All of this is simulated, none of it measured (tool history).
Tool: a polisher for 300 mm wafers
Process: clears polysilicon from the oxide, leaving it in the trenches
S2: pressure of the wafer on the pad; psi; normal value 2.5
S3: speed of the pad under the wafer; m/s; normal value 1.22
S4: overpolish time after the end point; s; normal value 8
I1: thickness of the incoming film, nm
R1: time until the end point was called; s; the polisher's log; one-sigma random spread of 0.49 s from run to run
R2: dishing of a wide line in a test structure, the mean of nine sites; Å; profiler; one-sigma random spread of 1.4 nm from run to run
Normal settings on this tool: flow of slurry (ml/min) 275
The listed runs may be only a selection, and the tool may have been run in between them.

run 1 hour=0 | flow_of_slurry_(ml/min)=275 S2=2.5 S3=1.22 S4=4 | I1=673.3 | R1=42.3 R2=423
-- hour=5.9 slurry nozzle cleaned
run 2 hour=52.8 | flow_of_slurry_(ml/min)=275 S2=2.5 S3=1.22 S4=8 | I1=665.2 | R1=39.1 R2=589
run 3 hour=117.5 | flow_of_slurry_(ml/min)=275 S2=2.5 S3=1.22 S4=8 | I1=678.6 | R1=41.6 R2=569
-- hour=142.5 worn pad replaced by a new one
run 4 hour=195.1 | flow_of_slurry_(ml/min)=275 S2=2.5 S3=1.22 S4=8 | I1=672.2 | R1=40.1 R2=616
run 5 hour=262.1 | flow_of_slurry_(ml/min)=275 S2=2.5 S3=1.22 S4=8 | I1=669.1 | R1=40.2 R2=583
run 6 hour=321.1 | flow_of_slurry_(ml/min)=275 S2=2 S3=1.22 S4=8 | I1=671.4 | R1=50.4 R2=551
run 7 hour=377 | flow_of_slurry_(ml/min)=275 S2=2 S3=1.22 S4=8 | I1=667.3 | R1=51.3 R2=519
run 8 hour=444.6 | flow_of_slurry_(ml/min)=275 S2=2.5 S3=1.22 S4=8 | I1=662.1 | R1=41.2 R2=548
-- hour=467.7 worn pad replaced by a new one
run 9 hour=469 | flow_of_slurry_(ml/min)=275 S2=2.7 S3=1.22 S4=8 | I1=678.8 | R1=38.7 R2=586
run 10 hour=512.8 | flow_of_slurry_(ml/min)=275 S2=2.7 S3=1.22 S4=8 | I1=668.6 | R1=37.5 R2=585
-- hour=518.5 slurry nozzle cleaned
-- hour=528.2 head pressure recalibrated
run 11 hour=570.8 | flow_of_slurry_(ml/min)=275 S2=2.7 S3=1.22 S4=8 | I1=668.9 | R1=37.2 R2=597
run 12 hour=624.3 | flow_of_slurry_(ml/min)=275 S2=2.5 S3=1.1 S4=8 | I1=658.6 | R1=44.2 R2=541
run 13 hour=670.9 | flow_of_slurry_(ml/min)=275 S2=2.5 S3=1.1 S4=8 | I1=675.9 | R1=45.8 R2=559
run 14 hour=699.2 | flow_of_slurry_(ml/min)=275 S2=2.5 S3=1.22 S4=11 | I1=677.6 | R1=39.9 R2=640
run 15 hour=751.7 | flow_of_slurry_(ml/min)=310 S2=1.7 S3=1.22 S4=8 | I1=670.3 | R1=59.1 R2=487
-- hour=813.7 worn pad replaced by a new one
run 16 hour=819.6 | flow_of_slurry_(ml/min)=325 S2=2.5 S3=1.4 S4=7 | I1=673.4 | R1=35 R2=590
run 17 hour=888.8 | flow_of_slurry_(ml/min)=275 S2=2.5 S3=0.92 S4=8 | I1=669.7 | R1=54.6 R2=554
run 18 hour=925.4 | flow_of_slurry_(ml/min)=300 S2=2.5 S3=1.22 S4=13 | I1=673 | R1=40.5 R2=654
run 19 hour=991.9 | flow_of_slurry_(ml/min)=275 S2=3 S3=1.22 S4=8 | I1=675.1 | R1=34.3 R2=606
-- hour=1016.9 slurry nozzle cleaned
run 20 hour=1060.5 | flow_of_slurry_(ml/min)=205 S2=1.7 S3=1.22 S4=3 | I1=663.4 | R1=59.5 R2=271
run 21 hour=1112.4 | flow_of_slurry_(ml/min)=275 S2=2.5 S3=1.22 S4=8 | I1=673 | R1=39.9 R2=583
-- hour=1147.6 worn pad replaced by a new one
run 22 hour=1163.1 | flow_of_slurry_(ml/min)=275 S2=2.5 S3=1.22 S4=5 | I1=683.1 | R1=40.2 R2=480
-- hour=1183 head pressure recalibrated
run 23 hour=1223.9 | flow_of_slurry_(ml/min)=275 S2=2.5 S3=1.22 S4=8 | I1=668.6 | R1=39.9 R2=577
run 24 hour=1274.3 | flow_of_slurry_(ml/min)=370 S2=2.5 S3=1.36 S4=8 | I1=677.9 | R1=35.3 R2=616
run 25 hour=1312.9 | flow_of_slurry_(ml/min)=275 S2=2.5 S3=1.22 S4=8 | I1=677.6 | R1=41.1 R2=588
run 26 hour=1376.5 | flow_of_slurry_(ml/min)=250 S2=1.9 S3=1.56 S4=10 | I1=671.4 | R1=42.4 R2=608
run 27 hour=1426.7 | flow_of_slurry_(ml/min)=275 S2=2.5 S3=1.48 S4=8 | I1=666.6 | R1=33.7 R2=627
-- hour=1452.6 worn pad replaced by a new one
run 28 hour=1478.5 | flow_of_slurry_(ml/min)=190 S2=1.8 S3=1.62 S4=8 | I1=681.5 | R1=47 R2=556
run 29 hour=1505.5 | flow_of_slurry_(ml/min)=275 S2=2.5 S3=1.22 S4=8 | I1=671.6 | R1=43.2 R2=574

Some steps in R1 between neighbouring runs. How much of each would the tool show without its hidden state too (settings, what came in, random variation), and how much is left for the hidden state, with any gauge scatter that isn't in both results?
The tool's hidden condition here consists of: removal rate lost through wear of the pad, %; slurry flow missing at the pad, %; deviation of the head's pressure from its setpoint, %.
Run 1 -> 2: S4 4 -> 8, slurry nozzle cleaned. R1 -3.2 s: hidden state -2.9, all else -0.3.
Run 10 -> 11: slurry nozzle cleaned, head pressure recalibrated. R1 -0.3 s: hidden state -1.8, all else +1.5.
Run 15 -> 16: flow of slurry (ml/min) 310 -> 325, S2 1.7 -> 2.5, S3 1.22 -> 1.4, S4 8 -> 7, worn pad replaced by a new one. R1 -24.1 s: hidden state +0, all else -24.1.
Run 19 -> 20: flow of slurry (ml/min) 275 -> 205, S2 3 -> 1.7, S4 8 -> 3, slurry nozzle cleaned. R1 +25.2 s: hidden state -0.9, all else +26.1.

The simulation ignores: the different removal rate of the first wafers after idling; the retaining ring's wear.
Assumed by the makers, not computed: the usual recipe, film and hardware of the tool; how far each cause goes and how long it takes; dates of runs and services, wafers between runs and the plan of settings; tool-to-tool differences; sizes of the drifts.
